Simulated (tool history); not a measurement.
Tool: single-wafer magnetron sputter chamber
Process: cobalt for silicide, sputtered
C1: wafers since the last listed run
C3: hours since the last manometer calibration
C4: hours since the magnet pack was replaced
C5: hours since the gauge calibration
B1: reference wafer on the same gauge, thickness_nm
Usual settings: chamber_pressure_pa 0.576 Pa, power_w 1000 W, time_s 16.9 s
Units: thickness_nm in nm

run 1 hour=0.0 | chamber_pressure_pa=0.576 power_w=1000 time_s=16.9 | C1=0 wafers_on_the_sputter_target=2002 C3=1048.1 C4=4125.4 C5=378.7 | B1=8.238 | thickness_nm=8.601
-- hour=62.1 capacitance manometer re-zeroed and calibrated
run 2 hour=62.6 | chamber_pressure_pa=0.576 power_w=1000 time_s=16.9 | C1=1774 wafers_on_the_sputter_target=3777 C3=0.5 C4=4188.0 C5=441.3 | B1=8.238 | thickness_nm=8.407
run 3 hour=143.7 | chamber_pressure_pa=0.576 power_w=1000 time_s=16.9 | C1=2636 wafers_on_the_sputter_target=6413 C3=81.6 C4=4269.1 C5=522.4 | B1=8.242 | thickness_nm=8.441
run 4 hour=200.3 | chamber_pressure_pa=0.638 power_w=1000 time_s=17.9 | C1=1839 wafers_on_the_sputter_target=8253 C3=138.2 C4=4325.7 C5=579.0 | B1=8.256 | thickness_nm=8.613
run 5 hour=234.3 | chamber_pressure_pa=0.504 power_w=1000 time_s=18.2 | C1=1105 wafers_on_the_sputter_target=9358 C3=172.2 C4=4359.7 C5=613.0 | B1=8.258 | thickness_nm=9.252
-- hour=273.0 sputter target and shields replaced
run 6 hour=277.7 | chamber_pressure_pa=0.576 power_w=850 time_s=16.9 | C1=1150 wafers_on_the_sputter_target=154 C3=215.6 C4=4403.1 C5=656.4 | B1=8.241 | thickness_nm=7.310
run 7 hour=312.9 | chamber_pressure_pa=0.576 power_w=1000 time_s=16.9 | C1=1144 wafers_on_the_sputter_target=1298 C3=250.8 C4=4438.3 C5=691.6 | B1=8.245 | thickness_nm=8.389
run 8 hour=382.0 | chamber_pressure_pa=0.576 power_w=1000 time_s=16.9 | C1=2246 wafers_on_the_sputter_target=3544 C3=319.9 C4=4507.4 C5=760.7 | B1=8.248 | thickness_nm=8.387
run 9 hour=446.2 | chamber_pressure_pa=0.576 power_w=1000 time_s=16.9 | C1=2086 wafers_on_the_sputter_target=5631 C3=384.1 C4=4571.6 C5=824.9 | B1=8.256 | thickness_nm=8.416
run 10 hour=473.6 | chamber_pressure_pa=0.576 power_w=1000 time_s=16.9 | C1=890 wafers_on_the_sputter_target=6521 C3=411.5 C4=4599.0 C5=852.3 | B1=8.251 | thickness_nm=8.399
-- hour=572.5 sputter target and shields replaced
-- hour=587.3 magnet pack replaced
run 11 hour=649.5 | chamber_pressure_pa=0.576 power_w=1000 time_s=16.9 | C1=5197 wafers_on_the_sputter_target=2243 C3=587.4 C4=62.2 C5=1028.2 | B1=8.253 | thickness_nm=8.422
-- hour=660.8 gauge calibrated
run 12 hour=709.6 | chamber_pressure_pa=0.576 power_w=1000 time_s=16.0 | C1=1953 wafers_on_the_sputter_target=4197 C3=647.5 C4=122.3 C5=48.8 | B1=8.248 | thickness_nm=7.984
run 13 hour=753.3 | chamber_pressure_pa=0.576 power_w=1000 time_s=16.0 | C1=1420 wafers_on_the_sputter_target=5617 C3=691.2 C4=166.0 C5=92.5 | B1=8.254 | thickness_nm=8.003
run 14 hour=802.8 | chamber_pressure_pa=0.576 power_w=1000 time_s=16.9 | C1=1608 wafers_on_the_sputter_target=7226 C3=740.7 C4=215.5 C5=142.0 | B1=8.266 | thickness_nm=8.450
run 15 hour=845.4 | chamber_pressure_pa=0.576 power_w=1000 time_s=16.9 | C1=1384 wafers_on_the_sputter_target=8611 C3=783.3 C4=258.1 C5=184.6 | B1=8.254 | thickness_nm=8.499
-- hour=860.8 sputter target and shields replaced
run 16 hour=870.1 | chamber_pressure_pa=0.576 power_w=1000 time_s=16.9 | C1=542 wafers_on_the_sputter_target=301 C3=808.0 C4=282.8 C5=209.3 | B1=8.250 | thickness_nm=8.525
run 17 hour=938.7 | chamber_pressure_pa=0.802 power_w=1200 time_s=18.5 | C1=2229 wafers_on_the_sputter_target=2531 C3=876.6 C4=351.4 C5=277.9 | B1=8.250 | thickness_nm=10.177
run 18 hour=1009.5 | chamber_pressure_pa=0.576 power_w=1200 time_s=13.8 | C1=2301 wafers_on_the_sputter_target=4832 C3=947.4 C4=422.2 C5=348.7 | B1=8.258 | thickness_nm=8.172
run 19 hour=1077.5 | chamber_pressure_pa=0.576 power_w=1000 time_s=19.8 | C1=2210 wafers_on_the_sputter_target=7042 C3=1015.4 C4=490.2 C5=416.7 | B1=8.238 | thickness_nm=9.977
run 20 hour=1123.9 | chamber_pressure_pa=0.358 power_w=850 time_s=15.4 | C1=1508 wafers_on_the_sputter_target=8551 C3=1061.8 C4=536.6 C5=463.1 | B1=8.253 | thickness_nm=7.301
-- hour=1196.3 capacitance manometer re-zeroed and calibrated
run 21 hour=1196.8 | chamber_pressure_pa=0.364 power_w=1000 time_s=18.7 | C1=2109 wafers_on_the_sputter_target=10660 C3=0.5 C4=609.5 C5=536.0 | B1=8.237 | thickness_nm=10.003
-- hour=1220.3 sputter target and shields replaced
run 22 hour=1236.1 | chamber_pressure_pa=0.502 power_w=900 time_s=16.9 | C1=1017 wafers_on_the_sputter_target=513 C3=39.8 C4=648.8 C5=575.3 | B1=8.256 | thickness_nm=7.846
run 23 hour=1261.9 | chamber_pressure_pa=0.634 power_w=1000 time_s=16.9 | C1=838 wafers_on_the_sputter_target=1352 C3=65.6 C4=674.6 C5=601.1 | B1=8.260 | thickness_nm=8.196
run 24 hour=1318.7 | chamber_pressure_pa=0.737 power_w=850 time_s=16.9 | C1=1846 wafers_on_the_sputter_target=3198 C3=122.4 C4=731.4 C5=657.9 | B1=8.234 | thickness_nm=6.912
run 25 hour=1379.4 | chamber_pressure_pa=0.576 power_w=950 time_s=14.7 | C1=1973 wafers_on_the_sputter_target=5171 C3=183.1 C4=792.1 C5=718.6 | B1=8.251 | thickness_nm=7.036
run 26 hour=1416.0 | chamber_pressure_pa=0.436 power_w=800 time_s=15.1 | C1=1189 wafers_on_the_sputter_target=6360 C3=219.7 C4=828.7 C5=755.2 | B1=8.258 | thickness_nm=6.531
run 27 hour=1486.3 | chamber_pressure_pa=0.759 power_w=1000 time_s=15.0 | C1=2285 wafers_on_the_sputter_target=8646 C3=290.0 C4=899.0 C5=825.5 | B1=8.250 | thickness_nm=6.998
run 28 hour=1512.2 | chamber_pressure_pa=0.768 power_w=1000 time_s=16.9 | C1=841 wafers_on_the_sputter_target=9487 C3=315.9 C4=924.9 C5=851.4 | B1=8.254 | thickness_nm=7.815
-- hour=1536.8 gauge calibrated
run 29 hour=1568.0 | chamber_pressure_pa=0.576 power_w=1000 time_s=16.9 | C1=1813 wafers_on_the_sputter_target=11301 C3=371.7 C4=980.7 C5=31.2 | B1=8.257 | thickness_nm=8.349
-- hour=1588.0 sputter target and shields replaced
run 30 hour=1603.4 | chamber_pressure_pa=0.647 power_w=1150 time_s=19.8 | C1=890 wafers_on_the_sputter_target=499 C3=407.1 C4=1016.1 C5=66.6 | B1=8.240 | thickness_nm=10.814
run 31 hour=1641.1 | chamber_pressure_pa=0.647 power_w=1150 time_s=19.8 | C1=1225 wafers_on_the_sputter_target=1725 C3=444.8 C4=1053.8 C5=104.3 | B1=8.241 | thickness_nm=10.922

Forecast each of these 5 alternatives for the next run:
run A hour=1641.5 | chamber_pressure_pa=0.576 power_w=1100 time_s=16.9 | C1=13 wafers_on_the_sputter_target=1738 C3=445.2 C4=1054.2 C5=104.7 | B1=? | thickness_nm=?
run B hour=1641.5 | chamber_pressure_pa=0.405 power_w=1000 time_s=16.9 | C1=13 wafers_on_the_sputter_target=1738 C3=445.2 C4=1054.2 C5=104.7 | B1=? | thickness_nm=?
run C hour=1641.5 | chamber_pressure_pa=0.380 power_w=1150 time_s=14.0 | C1=13 wafers_on_the_sputter_target=1738 C3=445.2 C4=1054.2 C5=104.7 | B1=? | thickness_nm=?
run D hour=1641.5 | chamber_pressure_pa=0.576 power_w=800 time_s=16.9 | C1=13 wafers_on_the_sputter_target=1738 C3=445.2 C4=1054.2 C5=104.7 | B1=? | thickness_nm=?
run E hour=1641.5 | chamber_pressure_pa=0.400 power_w=1000 time_s=14.9 | C1=13 wafers_on_the_sputter_target=1738 C3=445.2 C4=1054.2 C5=104.7 | B1=? | thickness_nm=?

run=A B1=8.238 thickness_nm=9.148
run=B B1=8.238 thickness_nm=8.920
run=C B1=8.238 thickness_nm=8.419
run=D B1=8.238 thickness_nm=6.965
run=E B1=8.238 thickness_nm=7.878
Without the tool's hidden state the same runs would have given:
run=A thickness_nm=9.122
run=B thickness_nm=8.902
run=C thickness_nm=8.403
run=D thickness_nm=6.945
run=E thickness_nm=7.862
